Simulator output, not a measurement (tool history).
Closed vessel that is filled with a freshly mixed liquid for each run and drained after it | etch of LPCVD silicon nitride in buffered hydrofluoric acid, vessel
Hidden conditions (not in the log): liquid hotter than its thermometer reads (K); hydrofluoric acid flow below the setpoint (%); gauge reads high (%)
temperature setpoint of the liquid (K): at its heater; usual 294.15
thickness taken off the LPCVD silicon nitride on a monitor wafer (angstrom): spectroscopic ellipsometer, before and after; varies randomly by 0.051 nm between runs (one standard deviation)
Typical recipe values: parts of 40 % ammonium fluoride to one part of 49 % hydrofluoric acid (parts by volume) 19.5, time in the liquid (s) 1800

run	hour	temperature setpoint of the liquid (K)	parts of 40 % ammonium fluoride to one part of 49 % hydrofluoric acid (parts by volume)	time in the liquid (s)	wafers since the last listed run	hours since the thermometer was replaced	hours since the hydrofluoric acid flow meter was replaced	hours since the gauge calibration	read-back film thickness of the LPCVD silicon nitride reference wafer, read on the same gauge (nm)	thickness taken off the LPCVD silicon nitride on a monitor wafer (angstrom)
1	0	294.15	19.5	1800	0	1868.7	632.8	3.1	149.94	100.4
2	9.4	294.15	19.5	1800	311	1878.1	642.2	12.5	149.99	100.2
3	16.3	294.15	19.5	1405	228	1885	649.1	19.4	150	78.2
4	59.8	294.15	19.5	1405	1443	1928.5	692.6	62.9	149.98	77.9
5	71.6	294.15	19.5	1405	391	1940.3	704.4	74.7	149.96	78.4
6	82	291.65	19.5	1800	345	1950.7	714.8	85.1	149.98	87.4
7	94.4	294.15	19.5	1800	411	1963.1	727.2	97.5	149.99	99.6
8	106.3	294.15	19.5	1800	394	1975	739.1	109.4	149.99	98.7
# hour 119.8: thermometer replaced
9	120.5	294.15	19.5	1405	437	0.7	753.3	123.6	150	77.9
10	131.8	292.15	26.5	2330	374	12	764.6	134.9	150.02	93
# hour 142.5: hydrofluoric acid flow meter replaced
11	144.5	294.15	19.5	1800	388	24.7	2	147.6	150	105.3
# hour 146.3: gauge calibrated
12	169.3	296.15	19.5	900	822	49.5	26.8	23	150.01	59.2
13	181.9	290.15	15	850	418	62.1	39.4	35.6	150	51.9
14	188.7	292.65	19.5	2750	225	68.9	46.2	42.4	149.97	147.9
15	197.4	290.65	16	1800	288	77.6	54.9	51.1	150.02	104.7
16	206.7	292.15	27	1800	308	86.9	64.2	60.4	150	74.8
17	213.2	294.15	24.5	1800	215	93.4	70.7	66.9	149.99	89.8

Forecast each of these 4 alternatives for the next run:
A	214.3	294.15	19.5	1800	36	94.5	71.8	68	?	?
B	214.3	292.65	19.5	1800	36	94.5	71.8	68	?	?
C	214.3	291.15	19.5	2145	36	94.5	71.8	68	?	?
D	214.3	294.15	22	2110	36	94.5	71.8	68	?	?

run	read-back film thickness of the LPCVD silicon nitride reference wafer, read on the same gauge (nm)	thickness taken off the LPCVD silicon nitride on a monitor wafer (angstrom)
A	149.98	104.8
B	149.98	96.4
C	149.98	105.5
D	149.98	112.8
Take away the tool's hidden state, keep each run's random variation, and the runs would have read:
run	thickness taken off the LPCVD silicon nitride on a monitor wafer (angstrom)
A	106.7
B	98.1
C	107.4
D	114.3
